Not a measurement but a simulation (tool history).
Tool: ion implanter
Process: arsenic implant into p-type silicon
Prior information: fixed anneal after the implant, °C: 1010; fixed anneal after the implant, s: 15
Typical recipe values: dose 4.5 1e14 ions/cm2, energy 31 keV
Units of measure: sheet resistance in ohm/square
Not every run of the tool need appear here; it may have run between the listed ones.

run,day,dose,energy,"read-back reference wafer on the same gauge, sheet resistance",sheet resistance
1,0,4.5,31,240.91,221.93
# day 3.421: Faraday cup replaced and dose calibrated
2,5.808,4.5,31,240.94,221.71
3,8.521,4.5,31,240.99,222.56
4,10.358,4.5,31,241.07,222.06
5,13.038,4.96,25.5,241.01,213.18
6,14.5,4.96,25.5,241,213.23
7,15.692,4.5,35.5,241.07,217.86
# day 18.142: extraction supply calibrated
8,19.242,4.5,35.5,241.01,217.68
9,22.129,4.5,35.5,240.97,217.24
10,23.221,4.5,28.5,240.9,225.06
11,24.638,4.5,28.5,241.01,224.86
12,25.754,3.93,31,240.96,245.46
13,28.475,4.5,31,241.03,222.31
# day 29.362: gauge calibrated
14,30.275,5.67,41,241.03,178.29
15,32.538,3.6,26.5,241.01,268.38
16,34.558,3.34,21.5,240.93,292.2
17,35.638,4.5,31,241,221.63
# day 38.642: Faraday cup replaced and dose calibrated
18,38.662,4.5,36,241.06,217.66
19,39.908,4.5,31,241.06,223.1
20,42.738,4.05,25,240.98,247.72
21,43.871,5.82,27,240.98,188.08
22,46.133,5.23,22,241.05,209.85
23,47.412,5.58,27.5,241,193.27
24,52.542,4.5,31,241,222.95
25,54.096,5.15,34,240.97,197.59
26,55.412,3.48,37.5,240.97,262.61
27,56.562,5.2,35.5,241.02,195.5

5 ways to go on from here, each from the tool as it stands after run 27. What would each give?
A,56.579,4.5,37.5,?,?
B,56.579,4.08,41,?,?
C,56.579,4.09,35,?,?
D,56.579,4.5,35,?,?
E,56.579,5.05,24.5,?,?

run,"read-back reference wafer on the same gauge, sheet resistance",sheet resistance
A,240.94,216.16
B,240.94,229.84
C,240.94,234.79
D,240.94,218.4
E,240.94,211.48
Had the tool no hidden state, the same runs would have come out as:
run,sheet resistance
A,216.34
B,230.03
C,234.98
D,218.58
E,211.65
